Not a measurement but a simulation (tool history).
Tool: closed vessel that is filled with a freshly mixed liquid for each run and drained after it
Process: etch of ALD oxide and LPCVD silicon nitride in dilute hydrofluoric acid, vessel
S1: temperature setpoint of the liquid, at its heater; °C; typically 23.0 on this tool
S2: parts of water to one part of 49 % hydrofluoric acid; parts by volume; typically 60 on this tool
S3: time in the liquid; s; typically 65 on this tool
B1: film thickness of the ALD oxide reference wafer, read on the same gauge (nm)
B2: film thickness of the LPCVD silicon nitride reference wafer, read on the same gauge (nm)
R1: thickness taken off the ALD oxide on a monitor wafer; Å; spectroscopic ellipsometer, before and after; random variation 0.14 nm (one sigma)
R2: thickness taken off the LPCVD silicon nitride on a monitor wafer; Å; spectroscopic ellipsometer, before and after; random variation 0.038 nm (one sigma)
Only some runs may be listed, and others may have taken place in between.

Run 1, hour 0.0: usual settings but S1 21.5 °C, S3 50 s; B1 60.00; B2 119.991. Result: R1 157.8 Å, R2 3.31 Å.
Run 2, hour 53.3: usual settings but S1 21.5 °C, S3 50 s; B1 59.97; B2 120.019. Result: R1 158.3 Å, R2 3.28 Å.
Run 3, hour 97.5: usual settings but S1 21.5 °C, S3 50 s; B1 59.99; B2 120.012. Result: R1 160.4 Å, R2 3.25 Å.
Run 4, hour 263.8: usual settings; B1 60.03; B2 120.009. Result: R1 220.9 Å, R2 4.44 Å.
Run 5, hour 329.5: usual settings; B1 60.05; B2 119.965. Result: R1 219.0 Å, R2 4.26 Å.
Run 6, hour 396.9: usual settings; B1 59.99; B2 119.974. Result: R1 221.1 Å, R2 4.56 Å.
Run 7, hour 446.2: usual settings but S1 21.0 °C, S2 45 parts by volume; B1 59.98; B2 119.983. Result: R1 281.0 Å, R2 5.34 Å.
Run 8, hour 484.5: usual settings; B1 59.98; B2 120.000. Result: R1 223.0 Å, R2 4.45 Å.
Run 9, hour 545.2: usual settings but S2 70 parts by volume; B1 59.96; B2 120.029. Result: R1 192.2 Å, R2 3.93 Å.
At hour 580.9: gauge calibrated.
Run 10, hour 610.3: usual settings but S2 70 parts by volume; B1 60.03; B2 119.974. Result: R1 189.7 Å, R2 4.23 Å.
Run 11, hour 677.5: usual settings but S1 19.0 °C, S2 75 parts by volume, S3 95 s; B1 60.07; B2 119.982. Result: R1 218.9 Å, R2 4.24 Å.
Run 12, hour 710.1: usual settings; B1 59.98; B2 119.976. Result: R1 224.8 Å, R2 5.39 Å.
At hour 781.8: thermometer replaced.
Run 13, hour 838.3: usual settings; B1 60.02; B2 119.984. Result: R1 213.7 Å, R2 4.15 Å.
Run 14, hour 893.7: usual settings but S1 19.5 °C, S2 80 parts by volume, S3 35 s; B1 59.93; B2 120.037. Result: R1 73.5 Å, R2 1.32 Å.
Run 15, hour 934.7: usual settings but S1 25.5 °C; B1 60.01; B2 119.976. Result: R1 238.3 Å, R2 6.09 Å.
Run 16, hour 969.4: usual settings but S1 20.5 °C, S2 45 parts by volume, S3 100 s; B1 60.01; B2 119.997. Result: R1 402.7 Å, R2 8.01 Å.
At hour 979.8: hydrofluoric acid flow meter replaced.
Run 17, hour 1029.9: usual settings but S1 19.5 °C, S2 80 parts by volume, S3 35 s; B1 60.01; B2 120.004. Result: R1 74.9 Å, R2 1.32 Å.
Run 18, hour 1060.1: usual settings but S3 95 s; B1 60.00; B2 119.989. Result: R1 318.5 Å, R2 6.63 Å.
Run 19, hour 1104.2: usual settings but S1 18.0 °C, S3 40 s; B1 59.99; B2 120.008. Result: R1 109.2 Å, R2 1.77 Å.
Run 20, hour 1129.7: usual settings; B1 59.97; B2 120.010. Result: R1 216.9 Å, R2 4.17 Å.
Run 21, hour 1172.3: usual settings; B1 59.95; B2 120.020. Result: R1 215.4 Å, R2 4.66 Å.
Run 22, hour 1226.4: usual settings but S1 27.0 °C, S3 100 s; B1 60.03; B2 120.021. Result: R1 396.6 Å, R2 10.86 Å.
Run 23, hour 1255.4: usual settings but S1 21.0 °C, S3 85 s; B1 60.05; B2 119.984. Result: R1 259.7 Å, R2 4.71 Å.
Run 24, hour 1316.6: usual settings; B1 59.99; B2 119.992. Result: R1 216.7 Å, R2 4.89 Å.
Run 25, hour 1349.2: usual settings but S1 20.0 °C, S2 85 parts by volume, S3 50 s; B1 59.97; B2 119.985. Result: R1 103.0 Å, R2 2.31 Å.
Run 26, hour 1374.4: usual settings but S1 27.0 °C, S2 70 parts by volume, S3 95 s; B1 60.01; B2 119.998. Result: R1 317.1 Å, R2 7.17 Å.

Below are 4 alternative next runs, each starting from the tool's condition after run 26. Predict each:
Run A, hour 1375.1: usual settings; B1 ?; B2 ?. Result: R1 ?, R2 ?.
Run B, hour 1375.1: usual settings but S2 40 parts by volume, S3 50 s; B1 ?; B2 ?. Result: R1 ?, R2 ?.
Run C, hour 1375.1: usual settings but S2 35 parts by volume; B1 ?; B2 ?. Result: R1 ?, R2 ?.
Run D, hour 1375.1: usual settings but S1 27.5 °C, S2 85 parts by volume, S3 35 s; B1 ?; B2 ?. Result: R1 ?, R2 ?.

run     B1       B2     R1    R2
  A  60.02  119.984  221.1  4.94
  B  60.02  119.984  262.0  5.65
  C  60.02  119.984  391.9  8.36
  D  60.02  119.984   97.1  2.53
Had the tool no hidden state, the same runs would have come out as:
run     R1    R2
  A  212.4  4.62
  B  251.4  5.28
  C  376.0  7.82
  D   93.5  2.38

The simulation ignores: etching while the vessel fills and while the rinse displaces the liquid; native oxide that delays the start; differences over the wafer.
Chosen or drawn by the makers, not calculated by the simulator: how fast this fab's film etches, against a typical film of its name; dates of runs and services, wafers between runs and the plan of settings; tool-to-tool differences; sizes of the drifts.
